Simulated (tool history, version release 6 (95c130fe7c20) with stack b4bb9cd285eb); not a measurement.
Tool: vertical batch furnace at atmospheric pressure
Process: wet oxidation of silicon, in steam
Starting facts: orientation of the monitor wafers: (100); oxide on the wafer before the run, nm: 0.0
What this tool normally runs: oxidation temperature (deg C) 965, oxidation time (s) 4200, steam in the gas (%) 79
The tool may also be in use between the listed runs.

run	hour	oxidation temperature (deg C)	oxidation time (s)	steam in the gas (%)	read-back reference wafer on the same gauge, thickness	oxide thickness on the monitor wafer (nm)
1	0	965	4200	79	265.79	280.69
2	30	965	4200	79	266.19	280
3	58	965	4200	79	266.39	281.38
4	76.3	956	5370	79	265.68	309.38
5	105.4	956	5370	79	266.09	311.68
6	137.9	956	5370	79	265.09	311.95
7	175.2	965	4200	79	266.36	279.66
8	182.2	965	4200	79	266.15	280.44
9	202.1	965	4200	79	266.18	280.56
10	222.6	965	5610	79	265.94	347.29
11	256.8	965	4200	79	265.83	277.71
12	285.8	983	3300	71	266.19	252.25
13	305.3	965	4200	89	265.75	306.7
14	322.3	978	2550	82	266.37	220.71
15	347.6	951	2280	82	265.62	152.92
16	378.4	965	2460	79	265.58	184.98
17	385.6	954	4200	79	266.28	255.48
18	404.3	987	5670	71	266.04	388.4
19	433.8	965	4920	82	265.94	324.11
20	466.3	989	2100	79	265.24	206.71
21	488.3	965	4200	79	265.96	279.62

Taken out of this log: 3 entries between the listed runs. Where each belongs, and how the hidden state differs across it:
Logged between run 6 and run 7: thermocouples replaced and temperature profile calibrated (hour 174.7)
  the hidden state is the same at both runs
Logged between run 13 and run 14: gauge calibrated (hour 319.4)
  the hidden state is the same at both runs
Logged between run 15 and run 16: steam generator serviced (hour 377.9)
  the hidden state is the same at both runs
